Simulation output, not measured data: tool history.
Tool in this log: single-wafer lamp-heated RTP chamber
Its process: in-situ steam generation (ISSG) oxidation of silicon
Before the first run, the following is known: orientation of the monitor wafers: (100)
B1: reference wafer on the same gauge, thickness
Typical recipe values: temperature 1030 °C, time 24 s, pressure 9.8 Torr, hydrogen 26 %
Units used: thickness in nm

Run 1, day 0: usual settings; B1 7.688. Result: thickness 7.444 nm.
Run 2, day 2.475: usual settings but time 17 s; B1 7.678. Result: thickness 6.287 nm.
At day 2.862: pyrometer window cleaned and pyrometer calibrated.
Run 3, day 3.721: usual settings but time 17 s; B1 7.688. Result: thickness 6.152 nm.
Run 4, day 6.15: usual settings but time 17 s; B1 7.684. Result: thickness 6.18 nm.
Run 5, day 8.175: usual settings; B1 7.695. Result: thickness 7.319 nm.
Run 6, day 10.6: usual settings; B1 7.699. Result: thickness 7.338 nm.
Run 7, day 12.588: usual settings; B1 7.693. Result: thickness 7.435 nm.
At day 12.962: pyrometer window cleaned and pyrometer calibrated.
Run 8, day 13.754: usual settings; B1 7.694. Result: thickness 7.343 nm.
Run 9, day 19.442: usual settings; B1 7.688. Result: thickness 7.368 nm.
Run 10, day 20.588: usual settings; B1 7.695. Result: thickness 7.43 nm.
Run 11, day 22.562: usual settings; B1 7.691. Result: thickness 7.405 nm.
At day 23.171: pyrometer window cleaned and pyrometer calibrated.
Run 12, day 23.883: usual settings; B1 7.684. Result: thickness 7.319 nm.
Run 13, day 25.288: usual settings; B1 7.688. Result: thickness 7.309 nm.
Run 14, day 27.438: usual settings; B1 7.693. Result: thickness 7.328 nm.
Run 15, day 28.725: usual settings but temperature 1016 °C, time 20 s, hydrogen 17 %; B1 7.678. Result: thickness 5.669 nm.
Run 16, day 29.904: usual settings but time 18 s, pressure 10.2 Torr, hydrogen 32 %; B1 7.692. Result: thickness 6.604 nm.
At day 32.896: gauge calibrated.
At day 33.046: pyrometer window cleaned and pyrometer calibrated.
At day 33.962: pressure gauge zeroed.
Run 17, day 37.217: usual settings but temperature 1022 °C, hydrogen 32 %; B1 7.694. Result: thickness 7.375 nm.
Run 18, day 38.425: usual settings; B1 7.69. Result: thickness 7.417 nm.
Run 19, day 39.796: usual settings but time 19 s, pressure 10.2 Torr; B1 7.696. Result: thickness 6.466 nm.
Run 20, day 42.233: usual settings but temperature 1046 °C, time 27 s, hydrogen 32 %; B1 7.69. Result: thickness 9.114 nm.
At day 43.567: pyrometer window cleaned and pyrometer calibrated.
Run 21, day 43.588: usual settings but pressure 9.3 Torr; B1 7.692. Result: thickness 7.416 nm.
At day 45.312: hydrogen flow controller replaced.
Run 22, day 51.329: usual settings but temperature 1019 °C, time 29 s, pressure 10.2 Torr, hydrogen 16 %; B1 7.699. Result: thickness 6.893 nm.
Run 23, day 54.025: usual settings but temperature 1022 °C, hydrogen 32 %; B1 7.699. Result: thickness 7.604 nm.
At day 55.646: pyrometer window cleaned and pyrometer calibrated.
Run 24, day 56.117: usual settings; B1 7.705. Result: thickness 7.309 nm.
Run 25, day 57.825: usual settings but time 29 s, hydrogen 32 %; B1 7.678. Result: thickness 8.437 nm.

Pick out some run-to-run changes in thickness. Of each, how much would a tool without hidden state show as well, from the settings, what came in and chance, and how much is left for the hidden state and any gauge scatter not in both results compared?
Hidden conditions of the tool in this case: true wafer temperature minus pyrometer reading, K; true pressure minus gauge reading, Torr; deviation of the hydrogen flow from its setpoint, %; gauge reads high (%).
Run 19 -> 20: temperature 1030 -> 1046, time 19 -> 27, pressure 10.2 -> 9.8, hydrogen 26 -> 32. thickness +2.648 nm: hidden state +0.124, all else +2.524.
Run 20 -> 21: temperature 1046 -> 1030, time 27 -> 24, pressure 9.8 -> 9.3, hydrogen 32 -> 26, pyrometer window cleaned and pyrometer calibrated. thickness -1.698 nm: hidden state -0.158, all else -1.54.
Run 23 -> 24: temperature 1022 -> 1030, hydrogen 32 -> 26, pyrometer window cleaned and pyrometer calibrated. thickness -0.295 nm: hidden state -0.182, all else -0.113.

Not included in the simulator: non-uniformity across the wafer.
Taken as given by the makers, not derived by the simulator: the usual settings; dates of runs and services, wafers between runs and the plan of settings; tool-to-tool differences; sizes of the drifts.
